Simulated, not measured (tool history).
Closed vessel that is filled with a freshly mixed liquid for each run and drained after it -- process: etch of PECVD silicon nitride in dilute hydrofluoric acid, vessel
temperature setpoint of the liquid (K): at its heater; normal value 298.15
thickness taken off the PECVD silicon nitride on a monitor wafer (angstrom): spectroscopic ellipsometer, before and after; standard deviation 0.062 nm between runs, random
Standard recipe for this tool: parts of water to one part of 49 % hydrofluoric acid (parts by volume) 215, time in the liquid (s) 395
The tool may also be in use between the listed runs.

run   hour  temperature setpoint of the liquid (K)  parts of water to one part of 49 % hydrofluoric acid (parts by volume)  time in the liquid (s)  wafers since the last listed run  hours since the thermometer was replaced  hours since the hydrofluoric acid flow meter was replaced  hours since the gauge calibration  read-back film thickness of the PECVD silicon nitride reference wafer, read on the same gauge (nm)  thickness taken off the PECVD silicon nitride on a monitor wafer (angstrom)
  1      0                                  298.15                                                                     300                     395                                 0                                    1623.4                                                     1899.2                                472                                                                                              150.01                                                                         58.2
  2   16.8                                  298.15                                                                     300                     395                              1724                                    1640.2                                                       1916                              488.8                                                                                              150.02                                                                         57.9
  3   33.4                                  298.15                                                                     215                     395                              1704                                    1656.8                                                     1932.6                              505.4                                                                                              149.99                                                                         80.5
  4   40.4                                  298.15                                                                     215                     395                               718                                    1663.8                                                     1939.6                              512.4                                                                                              149.98                                                                         81.3
      56.5  -- thermometer replaced
  5   57.2                                  298.15                                                                     215                     395                              1622                                       0.7                                                     1956.4                              529.2                                                                                              149.99                                                                         80.6
      64.5  -- hydrofluoric acid flow meter replaced
  6     65                                  298.15                                                                     275                     395                               698                                       8.5                                                        0.5                                537                                                                                              149.99                                                                         71.9
  7   72.2                                  298.15                                                                     275                     395                               739                                      15.7                                                        7.7                              544.2                                                                                              150.01                                                                         72.4
  8     89                                  298.15                                                                     275                     395                              1724                                      32.5                                                       24.5                                561                                                                                              149.97                                                                         71.7
  9   98.5                                  298.15                                                                     215                     395                               975                                        42                                                         34                              570.5                                                                                              149.97                                                                         91.4
 10  105.3                                  298.15                                                                     215                     395                               698                                      48.8                                                       40.8                              577.3                                                                                              149.96                                                                         91.6
 11  112.6                                  298.15                                                                     215                     395                               749                                      56.1                                                       48.1                              584.6                                                                                              149.97                                                                         92.4
 12  120.4                                  298.15                                                                     215                     395                               800                                      63.9                                                       55.9                              592.4                                                                                              150.01                                                                         93.4
     150.6  -- gauge calibrated
 13  159.9                                  298.15                                                                     215                     510                              4055                                     103.4                                                       95.4                                9.3                                                                                              150.01                                                                        118.8
 14  167.8                                  298.15                                                                     215                     395                               811                                     111.3                                                      103.3                               17.2                                                                                              149.97                                                                         91.3
 15  185.6                                  298.15                                                                     290                     195                              1827                                     129.1                                                      121.1                                 35                                                                                                 150                                                                         33.6
 16  198.5                                  298.15                                                                     125                     395                              1324                                       142                                                        134                               47.9                                                                                              149.99                                                                          156
 17  211.6                                  300.65                                                                     215                     185                              1344                                     155.1                                                      147.1                                 61                                                                                                 150                                                                         50.3
 18  220.3                                  298.15                                                                     215                     165                               893                                     163.8                                                      155.8                               69.7                                                                                              150.01                                                                         38.3
 19  235.8                                  296.15                                                                     215                     395                              1591                                     179.3                                                      171.3                               85.2                                                                                              149.98                                                                         80.5
 20    253                                  296.15                                                                     145                     165                              1765                                     196.5                                                      188.5                              102.4                                                                                              149.99                                                                         48.8
 21  259.7                                  298.15                                                                     245                     395                               687                                     203.2                                                      195.2                              109.1                                                                                              149.99                                                                         79.8
 22  268.4                                  298.15                                                                     215                     395                               893                                     211.9                                                      203.9                              117.8                                                                                              149.99                                                                         90.7
 23  276.6                                  296.15                                                                     280                     395                               841                                     220.1                                                      212.1                                126                                                                                              150.02                                                                         62.2
 24  290.3                                  298.15                                                                     165                     245                              1406                                     233.8                                                      225.8                              139.7                                                                                              150.03                                                                         73.2
 25    306                                  299.65                                                                     185                     395                              1611                                     249.5                                                      241.5                              155.4                                                                                              149.98                                                                        117.8
 26    312                                  293.15                                                                     185                     395                               616                                     255.5                                                      247.5                              161.4                                                                                              149.99                                                                         76.1
 27  318.5                                  293.65                                                                     165                     265                               667                                       262                                                        254                              167.9                                                                                              150.01                                                                         59.1
 28  336.2                                  298.15                                                                     215                     395                              1817                                     279.7                                                      271.7                              185.6                                                                                              149.99                                                                         91.2
 29  346.9                                  298.15                                                                     275                     395                              1098                                     290.4                                                      282.4                              196.3                                                                                              149.99                                                                         70.9
 30  353.4                                  296.65                                                                     250                     300                               667                                     296.9                                                      288.9                              202.8                                                                                              149.99                                                                         53.9
 31  365.9                                  298.15                                                                     215                     395                              1283                                     309.4                                                      301.4                              215.3                                                                                              149.99                                                                         90.5
 32  383.2                                  298.15                                                                     215                     395                              1776                                     326.7                                                      318.7                              232.6                                                                                              149.96                                                                         90.4

The tool's hidden state at each run:
liquid colder than its thermometer reads (K): 0 at every run
gauge reads high (%): 0 at every run
H1: hydrofluoric acid flow below the setpoint (%)
run     H1
  1   12.7
  2   12.8
  3   12.9
  4     13
  5   13.1
  6  0.675
  7  0.718
  8  0.821
  9  0.878
 10   0.92
 11  0.964
 12   1.01
 13   1.25
 14    1.3
 15   1.41
 16   1.49
 17   1.57
 18   1.62
 19   1.71
 20   1.82
 21   1.86
 22   1.91
 23   1.96
 24   2.04
 25   2.14
 26   2.18
 27   2.21
 28   2.32
 29   2.39
 30   2.43
 31    2.5
 32   2.61
